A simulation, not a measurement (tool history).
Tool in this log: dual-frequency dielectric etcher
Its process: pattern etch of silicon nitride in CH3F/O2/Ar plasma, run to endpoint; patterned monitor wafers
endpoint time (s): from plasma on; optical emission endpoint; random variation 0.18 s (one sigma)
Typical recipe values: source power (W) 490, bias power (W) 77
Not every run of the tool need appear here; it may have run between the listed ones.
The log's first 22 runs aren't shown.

run,hour,source power (W),bias power (W),wafers since the last listed run,hours since the last wet clean,hours since the last source power generator calibration,hours since the last bias power generator calibration,hours since the last upper electrode change,"incoming incoming film thickness, nm",endpoint time (s)
23,269.5,490,65,328,234.1,175.4,114.3,199.8,32.83,41.4
24,281.0,550,77,233,245.6,186.9,125.8,211.3,32.95,39.0
25,288.8,560,64,158,253.4,194.7,133.6,219.1,32.94,39.8
26,305.8,590,77,344,270.4,211.7,150.6,236.1,33.20,38.7
27,318.3,460,66,253,282.9,224.2,163.1,248.6,32.86,42.0
28,327.5,430,88,186,292.1,233.4,172.3,257.8,33.05,40.9
29,341.0,490,77,273,305.6,246.9,185.8,271.3,33.12,40.9
30,356.8,490,77,320,321.4,262.7,201.6,287.1,32.50,40.0
31,374.0,550,93,348,338.6,279.9,218.8,304.3,32.92,37.8
32,380.4,490,77,129,345.0,286.3,225.2,310.7,33.29,41.0
33,394.7,490,71,289,359.3,300.6,239.5,325.0,32.75,40.7
34,411.3,560,66,336,375.9,317.2,256.1,341.6,33.33,40.3

Below are 5 alternative next runs, each starting from the tool's condition after run 34. Predict each:
A,411.7,430,77,8,376.3,317.6,256.5,342.0,33.19,?
B,411.7,410,68,8,376.3,317.6,256.5,342.0,33.19,?
C,411.7,450,77,8,376.3,317.6,256.5,342.0,33.19,?
D,411.7,390,77,8,376.3,317.6,256.5,342.0,33.19,?
E,411.7,430,60,8,376.3,317.6,256.5,342.0,33.19,?

run,endpoint time (s)
A,42.7
B,44.1
C,42.1
D,43.8
E,44.3
Take away the tool's hidden state, keep each run's random variation, and the runs would have read:
run,endpoint time (s)
A,41.2
B,42.6
C,40.7
D,42.3
E,42.8
